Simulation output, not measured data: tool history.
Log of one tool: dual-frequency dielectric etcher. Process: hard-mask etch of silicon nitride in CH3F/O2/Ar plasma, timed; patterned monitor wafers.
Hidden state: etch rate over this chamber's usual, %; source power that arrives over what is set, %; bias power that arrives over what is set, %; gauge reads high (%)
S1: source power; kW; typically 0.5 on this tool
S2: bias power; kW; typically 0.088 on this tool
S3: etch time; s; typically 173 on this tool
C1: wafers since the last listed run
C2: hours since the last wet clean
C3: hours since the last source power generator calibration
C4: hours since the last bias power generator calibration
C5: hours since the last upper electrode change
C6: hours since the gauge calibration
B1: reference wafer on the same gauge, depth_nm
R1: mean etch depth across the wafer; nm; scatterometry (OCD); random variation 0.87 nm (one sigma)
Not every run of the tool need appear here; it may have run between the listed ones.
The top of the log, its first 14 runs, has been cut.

run 15 hour=184 | S1=0.5 S2=0.088 S3=143 | C1=81 C2=103.1 C3=163.8 C4=88.5 C5=242.4 C6=129 | B1=125.8 | R1=113.5
run 16 hour=191.3 | S1=0.4 S2=0.109 S3=195 | C1=61 C2=110.4 C3=171.1 C4=95.8 C5=249.7 C6=136.3 | B1=126.3 | R1=154.8
run 17 hour=219.1 | S1=0.39 S2=0.088 S3=173 | C1=234 C2=138.2 C3=198.9 C4=123.6 C5=277.5 C6=164.1 | B1=125.9 | R1=130.2
run 18 hour=235.8 | S1=0.5 S2=0.088 S3=223.5 | C1=141 C2=154.9 C3=215.6 C4=140.3 C5=294.2 C6=180.8 | B1=125.8 | R1=179.1
run 19 hour=248 | S1=0.5 S2=0.088 S3=173 | C1=103 C2=167.1 C3=227.8 C4=152.5 C5=306.4 C6=193 | B1=126.3 | R1=140.7
run 20 hour=257.1 | S1=0.5 S2=0.088 S3=141.5 | C1=76 C2=176.2 C3=236.9 C4=161.6 C5=315.5 C6=202.1 | B1=126 | R1=114.6
run 21 hour=263.2 | S1=0.5 S2=0.088 S3=173 | C1=51 C2=182.3 C3=243 C4=167.7 C5=321.6 C6=208.2 | B1=126.1 | R1=139.3
run 22 hour=270.5 | S1=0.5 S2=0.088 S3=173 | C1=61 C2=189.6 C3=250.3 C4=175 C5=328.9 C6=215.5 | B1=126.3 | R1=140.4
run 23 hour=285.7 | S1=0.5 S2=0.088 S3=139.5 | C1=128 C2=204.8 C3=265.5 C4=190.2 C5=344.1 C6=230.7 | B1=126 | R1=113.7
run 24 hour=295.4 | S1=0.41 S2=0.075 S3=196.5 | C1=81 C2=214.5 C3=275.2 C4=199.9 C5=353.8 C6=240.4 | B1=126 | R1=146.4
run 25 hour=311.5 | S1=0.5 S2=0.088 S3=155.5 | C1=136 C2=230.6 C3=291.3 C4=216 C5=369.9 C6=256.5 | B1=125.8 | R1=125.3
run 26 hour=321.3 | S1=0.42 S2=0.088 S3=173 | C1=82 C2=240.4 C3=301.1 C4=225.8 C5=379.7 C6=266.3 | B1=126.1 | R1=134.3

Expected results for the next run?
run 27 hour=336.9 | S1=0.5 S2=0.104 S3=173 | C1=131 C2=256 C3=316.7 C4=241.4 C5=395.3 C6=281.9 | B1=? | R1=?

B1: 126
R1: 146.3 nm
With the hidden condition absent and the run-to-run variation left alone, this run would have shown R1 143.6 nm.
